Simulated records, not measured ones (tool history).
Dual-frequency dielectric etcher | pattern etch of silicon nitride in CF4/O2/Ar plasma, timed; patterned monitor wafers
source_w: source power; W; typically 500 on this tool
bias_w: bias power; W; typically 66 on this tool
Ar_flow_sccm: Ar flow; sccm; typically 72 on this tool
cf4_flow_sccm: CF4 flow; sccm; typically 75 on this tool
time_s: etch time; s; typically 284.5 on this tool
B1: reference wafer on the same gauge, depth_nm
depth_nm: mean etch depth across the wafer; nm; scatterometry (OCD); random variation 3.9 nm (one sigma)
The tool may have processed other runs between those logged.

run 1 day=0 | source_w=500 bias_w=66 Ar_flow_sccm=72 cf4_flow_sccm=75 time_s=334 | B1=607.8 | depth_nm=703.3
run 2 day=3.65 | source_w=500 bias_w=66 Ar_flow_sccm=72 cf4_flow_sccm=75 time_s=334 | B1=606.4 | depth_nm=709.8
run 3 day=7.179 | source_w=500 bias_w=66 Ar_flow_sccm=72 cf4_flow_sccm=75 time_s=284.5 | B1=605.9 | depth_nm=607.8
-- day=10.054 upper electrode replaced
run 4 day=10.075 | source_w=500 bias_w=66 Ar_flow_sccm=72 cf4_flow_sccm=75 time_s=284.5 | B1=606.5 | depth_nm=600
-- day=11.533 CF4 flow controller replaced
run 5 day=11.554 | source_w=500 bias_w=66 Ar_flow_sccm=72 cf4_flow_sccm=75 time_s=284.5 | B1=606.8 | depth_nm=608.7
run 6 day=13.088 | source_w=500 bias_w=66 Ar_flow_sccm=72 cf4_flow_sccm=81 time_s=284.5 | B1=606.6 | depth_nm=613.4
-- day=14.696 Ar flow controller replaced
run 7 day=15.221 | source_w=500 bias_w=66 Ar_flow_sccm=72 cf4_flow_sccm=75 time_s=284.5 | B1=607.3 | depth_nm=615.4
-- day=17.504 wet clean of the chamber
run 8 day=18.996 | source_w=500 bias_w=66 Ar_flow_sccm=72 cf4_flow_sccm=75 time_s=284.5 | B1=606.6 | depth_nm=591
run 9 day=21.958 | source_w=390 bias_w=59 Ar_flow_sccm=72 cf4_flow_sccm=75 time_s=284.5 | B1=606 | depth_nm=424.1
-- day=22.992 source power generator calibrated
-- day=24.3 gauge calibrated
run 10 day=26.05 | source_w=500 bias_w=66 Ar_flow_sccm=72 cf4_flow_sccm=75 time_s=284.5 | B1=604.7 | depth_nm=595
-- day=27.083 bias power generator calibrated
run 11 day=27.721 | source_w=500 bias_w=66 Ar_flow_sccm=57 cf4_flow_sccm=75 time_s=235 | B1=606.3 | depth_nm=511.1
run 12 day=29.933 | source_w=580 bias_w=66 Ar_flow_sccm=72 cf4_flow_sccm=65 time_s=321.5 | B1=605.3 | depth_nm=774.8
run 13 day=31.442 | source_w=500 bias_w=66 Ar_flow_sccm=72 cf4_flow_sccm=75 time_s=284.5 | B1=606.4 | depth_nm=608.9
run 14 day=35.854 | source_w=500 bias_w=82 Ar_flow_sccm=61 cf4_flow_sccm=75 time_s=284.5 | B1=605.2 | depth_nm=704.3
-- day=38.45 wet clean of the chamber
run 15 day=38.471 | source_w=500 bias_w=66 Ar_flow_sccm=65 cf4_flow_sccm=75 time_s=284.5 | B1=606.2 | depth_nm=602.7
run 16 day=40.979 | source_w=500 bias_w=50 Ar_flow_sccm=87 cf4_flow_sccm=75 time_s=284.5 | B1=606.7 | depth_nm=483.5
run 17 day=44.033 | source_w=500 bias_w=59 Ar_flow_sccm=72 cf4_flow_sccm=75 time_s=284.5 | B1=605.8 | depth_nm=560.4
run 18 day=46.767 | source_w=460 bias_w=73 Ar_flow_sccm=72 cf4_flow_sccm=75 time_s=284.5 | B1=606.9 | depth_nm=589.4
run 19 day=49.633 | source_w=450 bias_w=66 Ar_flow_sccm=55 cf4_flow_sccm=75 time_s=364.5 | B1=606.3 | depth_nm=711.5
run 20 day=53.325 | source_w=500 bias_w=53 Ar_flow_sccm=72 cf4_flow_sccm=75 time_s=284.5 | B1=606.2 | depth_nm=528.6

What if the next run were any one of these 5? Each begins from the tool's condition after run 20:
run A day=53.346 | source_w=500 bias_w=66 Ar_flow_sccm=72 cf4_flow_sccm=75 time_s=284.5 | B1=? | depth_nm=?
run B day=53.346 | source_w=500 bias_w=66 Ar_flow_sccm=72 cf4_flow_sccm=75 time_s=244 | B1=? | depth_nm=?
run C day=53.346 | source_w=500 bias_w=59 Ar_flow_sccm=63 cf4_flow_sccm=57 time_s=240.5 | B1=? | depth_nm=?
run D day=53.346 | source_w=460 bias_w=66 Ar_flow_sccm=72 cf4_flow_sccm=75 time_s=284.5 | B1=? | depth_nm=?
run E day=53.346 | source_w=500 bias_w=66 Ar_flow_sccm=88 cf4_flow_sccm=83 time_s=337.5 | B1=? | depth_nm=?

run=A B1=606.1 depth_nm=609.1
run=B B1=606.1 depth_nm=522.4
run=C B1=606.1 depth_nm=464.6
run=D B1=606.1 depth_nm=557.8
run=E B1=606.1 depth_nm=716.5
Without the tool's hidden state the same runs would have given:
run=A depth_nm=598.3
run=B depth_nm=513.1
run=C depth_nm=456.3
run=D depth_nm=547.9
run=E depth_nm=703.7
